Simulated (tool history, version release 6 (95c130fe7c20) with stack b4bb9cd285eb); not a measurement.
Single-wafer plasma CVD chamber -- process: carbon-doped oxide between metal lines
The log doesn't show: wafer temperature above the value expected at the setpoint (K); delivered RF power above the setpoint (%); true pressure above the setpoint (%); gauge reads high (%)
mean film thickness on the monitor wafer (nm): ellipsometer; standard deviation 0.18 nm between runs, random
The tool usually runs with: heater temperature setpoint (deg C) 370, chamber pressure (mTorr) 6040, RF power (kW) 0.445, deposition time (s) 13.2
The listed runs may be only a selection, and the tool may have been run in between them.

run,hour,heater temperature setpoint (deg C),chamber pressure (mTorr),RF power (kW),deposition time (s),wafers since the last listed run,hours since the last thermocouple change,hours since the last RF generator calibration,hours since the last manometer calibration,hours since the showerhead was replaced,hours since the gauge calibration,"read-back reference wafer on the same gauge, thickness_nm",mean film thickness on the monitor wafer (nm)
1,0.0,370,6040,0.445,13.2,0,1939.9,1739.1,2459.5,1849.5,366.8,70.611,65.393
2,60.0,370,6040,0.445,13.2,1829,1999.9,1799.1,2519.5,1909.5,426.8,70.560,64.664
3,130.9,370,6040,0.445,13.2,2162,2070.8,1870.0,2590.4,1980.4,497.7,70.623,65.014
4,201.1,370,6040,0.445,13.2,2141,2141.0,1940.2,2660.6,2050.6,567.9,70.592,64.896
# hour 261.0: thermocouple changed; heater temperature recalibrated
5,262.5,370,6040,0.445,13.2,1628,1.5,2001.6,2722.0,2112.0,629.3,70.610,64.501
# hour 329.0: capacitance manometer re-zeroed and calibrated
6,329.5,370,6040,0.445,13.2,1799,68.5,2068.6,0.5,2179.0,696.3,70.620,64.485
7,348.7,370,6040,0.445,13.2,585,87.7,2087.8,19.7,2198.2,715.5,70.610,64.310
# hour 367.5: gauge calibrated
8,398.6,370,6040,0.445,13.2,1521,137.6,2137.7,69.6,2248.1,31.1,70.597,64.083
9,458.7,370,5070,0.445,13.2,1832,197.7,2197.8,129.7,2308.2,91.2,70.603,62.393
10,506.9,380,5450,0.360,14.8,1470,245.9,2246.0,177.9,2356.4,139.4,70.619,62.735

What will run 11 give?
11,536.6,370,6040,0.445,13.2,905,275.6,2275.7,207.6,2386.1,169.1,?,?

read-back reference wafer on the same gauge, thickness_nm: 70.580
mean film thickness on the monitor wafer (nm): 63.699
Take away the tool's hidden state, keep the run-to-run variation as it was, and the same run would have given mean film thickness on the monitor wafer (nm) 66.643.

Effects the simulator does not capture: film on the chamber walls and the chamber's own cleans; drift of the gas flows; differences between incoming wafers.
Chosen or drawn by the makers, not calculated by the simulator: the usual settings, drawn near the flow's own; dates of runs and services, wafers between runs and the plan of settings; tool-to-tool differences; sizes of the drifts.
